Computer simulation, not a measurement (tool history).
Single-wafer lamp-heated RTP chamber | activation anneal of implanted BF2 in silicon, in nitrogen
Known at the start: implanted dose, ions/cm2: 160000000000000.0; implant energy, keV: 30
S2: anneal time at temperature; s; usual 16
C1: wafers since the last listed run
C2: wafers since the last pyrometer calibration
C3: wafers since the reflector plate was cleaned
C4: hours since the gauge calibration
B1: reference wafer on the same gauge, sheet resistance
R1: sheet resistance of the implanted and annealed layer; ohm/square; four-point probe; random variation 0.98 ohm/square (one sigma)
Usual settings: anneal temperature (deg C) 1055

Run 1, hour 0: usual settings; C1 0; C2 1003; C3 1873; C4 844.8; B1 608.78. Result: R1 657.44 ohm/square.
Run 2, hour 85.9: usual settings; C1 1963; C2 2967; C3 3836; C4 930.7; B1 609.24. Result: R1 657.89 ohm/square.
Run 3, hour 174: usual settings; C1 2014; C2 4981; C3 5851; C4 1018.8; B1 609.35. Result: R1 657.36 ohm/square.
Run 4, hour 271.9: usual settings; C1 2238; C2 7219; C3 8089; C4 1116.7; B1 609.69. Result: R1 656.79 ohm/square.
Run 5, hour 323: usual settings; C1 1168; C2 8388; C3 9257; C4 1167.8; B1 609.88. Result: R1 657.3 ohm/square.
Run 6, hour 378.1: usual settings; C1 1259; C2 9647; C3 10517; C4 1222.9; B1 609.81. Result: R1 656.06 ohm/square.
At hour 456.1: reflector plate cleaned.
Run 7, hour 484.6: usual settings; C1 2251; C2 11899; C3 652; C4 1329.4; B1 610.14. Result: R1 657.88 ohm/square.
Run 8, hour 562.2: usual settings but anneal temperature (deg C) 1074; C1 1774; C2 13673; C3 2426; C4 1407; B1 610.25. Result: R1 653.74 ohm/square.
At hour 608.7: pyrometer window cleaned and pyrometer calibrated.
Run 9, hour 630.3: usual settings but anneal temperature (deg C) 1074; C1 1373; C2 494; C3 3800; C4 1475.1; B1 610.65. Result: R1 655.95 ohm/square.
Run 10, hour 685.9: usual settings but S2 20 s; C1 1271; C2 1765; C3 5071; C4 1530.7; B1 610.5. Result: R1 656.95 ohm/square.
Run 11, hour 788.7: usual settings but S2 20 s; C1 2350; C2 4115; C3 7421; C4 1633.5; B1 610.54. Result: R1 657.5 ohm/square.
Run 12, hour 883.8: usual settings but S2 20 s; C1 2174; C2 6289; C3 9595; C4 1728.6; B1 610.47. Result: R1 656.78 ohm/square.
Run 13, hour 929.6: usual settings but S2 8 s; C1 1047; C2 7336; C3 10642; C4 1774.4; B1 610.57. Result: R1 662.48 ohm/square.
Run 14, hour 977.4: usual settings but anneal temperature (deg C) 1042, S2 21 s; C1 1092; C2 8429; C3 11735; C4 1822.2; B1 610.48. Result: R1 656.57 ohm/square.
Run 15, hour 1062.7: usual settings but S2 10 s; C1 1950; C2 10379; C3 13685; C4 1907.5; B1 610.78. Result: R1 661.65 ohm/square.
At hour 1112.6: pyrometer window cleaned and pyrometer calibrated.
Run 16, hour 1113.1: usual settings but anneal temperature (deg C) 1032, S2 20 s; C1 969; C2 12; C3 14654; C4 1957.9; B1 610.58. Result: R1 659.52 ohm/square.
At hour 1122.3: reflector plate cleaned.
Run 17, hour 1169: usual settings but S2 12 s; C1 1095; C2 1107; C3 1067; C4 2013.8; B1 610.74. Result: R1 661.46 ohm/square.
At hour 1178.2: gauge calibrated.
Run 18, hour 1213.4: usual settings but anneal temperature (deg C) 1077; C1 1015; C2 2122; C3 2082; C4 35.2; B1 604.17. Result: R1 649.38 ohm/square.
Run 19, hour 1275: usual settings but anneal temperature (deg C) 1073, S2 21 s; C1 1408; C2 3530; C3 3490; C4 96.8; B1 604.58. Result: R1 646.9 ohm/square.
Run 20, hour 1334.9: usual settings but anneal temperature (deg C) 1082, S2 25 s; C1 1369; C2 4900; C3 4859; C4 156.7; B1 605.29. Result: R1 642.3 ohm/square.
Run 21, hour 1379.1: usual settings but anneal temperature (deg C) 1078, S2 25 s; C1 1010; C2 5910; C3 5870; C4 200.9; B1 605.64. Result: R1 643.06 ohm/square.
Run 22, hour 1425.8: usual settings but anneal temperature (deg C) 1084, S2 14 s; C1 1067; C2 6978; C3 6937; C4 247.6; B1 606.13. Result: R1 648.48 ohm/square.
Run 23, hour 1682.9: usual settings; C1 5877; C2 12855; C3 12815; C4 504.7; B1 607.57. Result: R1 655.29 ohm/square.
At hour 1697.9: pyrometer window cleaned and pyrometer calibrated.
At hour 1734.3: reflector plate cleaned.
Run 24, hour 1768.1: usual settings; C1 1582; C2 1421; C3 771; C4 589.9; B1 607.79. Result: R1 656.41 ohm/square.
Run 25, hour 1835.7: usual settings but anneal temperature (deg C) 1032, S2 22 s; C1 1545; C2 2966; C3 2317; C4 657.5; B1 608.36. Result: R1 656.37 ohm/square.
Run 26, hour 1926.6: usual settings; C1 2078; C2 5044; C3 4395; C4 748.4; B1 608.57. Result: R1 655.87 ohm/square.
Run 27, hour 2028.7: usual settings but anneal temperature (deg C) 1046, S2 20 s; C1 2334; C2 7378; C3 6729; C4 850.5; B1 608.8. Result: R1 655 ohm/square.
Run 28, hour 2085.8: usual settings but anneal temperature (deg C) 1044; C1 1305; C2 8684; C3 8034; C4 907.6; B1 608.8. Result: R1 658.23 ohm/square.
Run 29, hour 2126.4: usual settings but anneal temperature (deg C) 1035, S2 22 s; C1 928; C2 9612; C3 8963; C4 948.2; B1 609.34. Result: R1 657.58 ohm/square.
Run 30, hour 2171.7: usual settings but anneal temperature (deg C) 1026, S2 19 s; C1 1035; C2 10647; C3 9998; C4 993.5; B1 609.37. Result: R1 660.06 ohm/square.
Run 31, hour 2238.1: usual settings; C1 1517; C2 12165; C3 11516; C4 1059.9; B1 609.54. Result: R1 656.68 ohm/square.
Run 32, hour 2276.9: usual settings but anneal temperature (deg C) 1038; C1 887; C2 13053; C3 12403; C4 1098.7; B1 609.77. Result: R1 659.36 ohm/square.
At hour 2291.3: pyrometer window cleaned and pyrometer calibrated.
Run 33, hour 2326.4: usual settings but anneal temperature (deg C) 1080, S2 24 s; C1 948; C2 803; C3 13352; C4 1148.2; B1 609.68. Result: R1 647.55 ohm/square.
At hour 2390.4: reflector plate cleaned.
Run 34, hour 2390.9: usual settings but S2 23 s; C1 1291; C2 2095; C3 10; C4 1212.7; B1 609.89. Result: R1 653.79 ohm/square.
Run 35, hour 2431: usual settings but S2 21 s; C1 916; C2 3011; C3 927; C4 1252.8; B1 610.04. Result: R1 654.98 ohm/square.

Forecast each of these 5 alternatives for the next run:
Run A, hour 2431.4: usual settings; C1 9; C2 3020; C3 936; C4 1253.2; B1 ?. Result: R1 ?.
Run B, hour 2431.4: usual settings but anneal temperature (deg C) 1039, S2 24 s; C1 9; C2 3020; C3 936; C4 1253.2; B1 ?. Result: R1 ?.
Run C, hour 2431.4: usual settings but anneal temperature (deg C) 1040, S2 20 s; C1 9; C2 3020; C3 936; C4 1253.2; B1 ?. Result: R1 ?.
Run D, hour 2431.4: usual settings but anneal temperature (deg C) 1076, S2 9 s; C1 9; C2 3020; C3 936; C4 1253.2; B1 ?. Result: R1 ?.
Run E, hour 2431.4: usual settings but anneal temperature (deg C) 1084; C1 9; C2 3020; C3 936; C4 1253.2; B1 ?. Result: R1 ?.

run   B1      R1
  A  610  658.28
  B  610  656.88
  C  610  658.29
  D  610  660.31
  E  610  653.28
Without the tool's hidden state the same runs would have given:
run      R1
  A  651.92
  B  650.54
  C  651.94
  D  653.94
  E  646.98
